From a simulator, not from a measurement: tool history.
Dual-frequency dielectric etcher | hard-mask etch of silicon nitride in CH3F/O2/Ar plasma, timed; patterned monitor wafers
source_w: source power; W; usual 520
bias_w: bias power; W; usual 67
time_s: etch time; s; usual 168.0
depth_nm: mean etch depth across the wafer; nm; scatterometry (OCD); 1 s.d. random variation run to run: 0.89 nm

| run | hour | source_w | bias_w | time_s | wafers since the last listed run | hours since the last wet clean | hours since the last source power generator calibration | hours since the last bias power generator calibration | hours since the last upper electrode change | hours since the gauge calibration | read-back reference wafer on the same gauge, depth_nm | depth_nm |
|---|---|---|---|---|---|---|---|---|---|---|---|---|
| 1 | 0.0 | 520 | 67 | 168.0 | 0 | 75.1 | 4454.6 | 3397.8 | 3530.0 | 1771.8 | 135.9 | 133.0 |
| 2 | 59.7 | 520 | 67 | 168.0 | 376 | 134.8 | 4514.3 | 3457.5 | 3589.7 | 1831.5 | 135.6 | 132.6 |
|  | 104.8 | source power generator calibrated |
| 3 | 115.5 | 520 | 67 | 168.0 | 327 | 190.6 | 10.7 | 3513.3 | 3645.5 | 1887.3 | 136.3 | 134.9 |
| 4 | 175.5 | 520 | 74 | 168.0 | 378 | 250.6 | 70.7 | 3573.3 | 3705.5 | 1947.3 | 135.7 | 140.4 |
|  | 235.0 | gauge calibrated |
| 5 | 241.9 | 520 | 74 | 168.0 | 419 | 317.0 | 137.1 | 3639.7 | 3771.9 | 6.9 | 136.4 | 141.9 |
| 6 | 299.0 | 520 | 67 | 168.0 | 360 | 374.1 | 194.2 | 3696.8 | 3829.0 | 64.0 | 136.1 | 136.3 |
|  | 369.8 | wet clean of the chamber |
| 7 | 370.3 | 480 | 67 | 168.0 | 298 | 0.5 | 265.5 | 3768.1 | 3900.3 | 135.3 | 135.9 | 130.0 |
| 8 | 398.6 | 480 | 67 | 168.0 | 178 | 28.8 | 293.8 | 3796.4 | 3928.6 | 163.6 | 136.0 | 129.3 |
| 9 | 439.3 | 480 | 67 | 168.0 | 256 | 69.5 | 334.5 | 3837.1 | 3969.3 | 204.3 | 136.3 | 132.2 |
|  | 463.4 | bias power generator calibrated |
| 10 | 496.6 | 520 | 67 | 168.0 | 336 | 126.8 | 391.8 | 33.2 | 4026.6 | 261.6 | 136.0 | 134.2 |
| 11 | 553.9 | 520 | 67 | 168.0 | 361 | 184.1 | 449.1 | 90.5 | 4083.9 | 318.9 | 135.6 | 134.7 |
| 12 | 584.4 | 520 | 67 | 168.0 | 192 | 214.6 | 479.6 | 121.0 | 4114.4 | 349.4 | 136.1 | 135.5 |
| 13 | 630.1 | 520 | 58 | 119.0 | 288 | 260.3 | 525.3 | 166.7 | 4160.1 | 395.1 | 136.3 | 91.0 |
| 14 | 675.2 | 430 | 67 | 168.0 | 284 | 305.4 | 570.4 | 211.8 | 4205.2 | 440.2 | 136.5 | 129.5 |
| 15 | 706.9 | 520 | 67 | 168.0 | 200 | 337.1 | 602.1 | 243.5 | 4236.9 | 471.9 | 136.2 | 137.6 |
|  | 746.3 | upper electrode replaced |
| 16 | 762.9 | 610 | 55 | 168.0 | 202 | 393.1 | 658.1 | 299.5 | 16.6 | 527.9 | 136.3 | 133.8 |
| 17 | 800.2 | 590 | 67 | 204.0 | 235 | 430.4 | 695.4 | 336.8 | 53.9 | 565.2 | 136.1 | 174.6 |
|  | 846.4 | wet clean of the chamber |
| 18 | 870.0 | 580 | 67 | 168.0 | 289 | 23.6 | 765.2 | 406.6 | 123.7 | 635.0 | 136.4 | 136.1 |
| 19 | 916.9 | 460 | 74 | 142.5 | 296 | 70.5 | 812.1 | 453.5 | 170.6 | 681.9 | 135.9 | 114.6 |
| 20 | 961.0 | 570 | 75 | 117.5 | 278 | 114.6 | 856.2 | 497.6 | 214.7 | 726.0 | 135.9 | 99.3 |
| 21 | 1027.2 | 520 | 53 | 168.0 | 417 | 180.8 | 922.4 | 563.8 | 280.9 | 792.2 | 135.9 | 121.3 |
| 22 | 1067.8 | 520 | 67 | 205.0 | 256 | 221.4 | 963.0 | 604.4 | 321.5 | 832.8 | 136.3 | 164.7 |
| 23 | 1124.0 | 520 | 83 | 168.0 | 354 | 277.6 | 1019.2 | 660.6 | 377.7 | 889.0 | 136.0 | 147.4 |
| 24 | 1183.8 | 450 | 67 | 218.0 | 377 | 337.4 | 1079.0 | 720.4 | 437.5 | 948.8 | 136.2 | 171.7 |
| 25 | 1213.0 | 520 | 67 | 168.0 | 184 | 366.6 | 1108.2 | 749.6 | 466.7 | 978.0 | 136.2 | 137.9 |
| 26 | 1283.7 | 450 | 54 | 150.5 | 446 | 437.3 | 1178.9 | 820.3 | 537.4 | 1048.7 | 136.0 | 108.6 |
| 27 | 1335.0 | 600 | 73 | 201.5 | 323 | 488.6 | 1230.2 | 871.6 | 588.7 | 1100.0 | 135.7 | 177.4 |

Estimate the outcome of run 28 from the log above:
|  | 1388.4 | wet clean of the chamber |
| 28 | 1397.2 | 480 | 67 | 168.0 | 241 | 8.8 | 1292.4 | 933.8 | 650.9 | 1162.2 | ? | ? |

read-back reference wafer on the same gauge, depth_nm: 135.6
depth_nm: 132.4 nm
Without the tool's hidden state the same run would have given depth_nm 132.0 nm.

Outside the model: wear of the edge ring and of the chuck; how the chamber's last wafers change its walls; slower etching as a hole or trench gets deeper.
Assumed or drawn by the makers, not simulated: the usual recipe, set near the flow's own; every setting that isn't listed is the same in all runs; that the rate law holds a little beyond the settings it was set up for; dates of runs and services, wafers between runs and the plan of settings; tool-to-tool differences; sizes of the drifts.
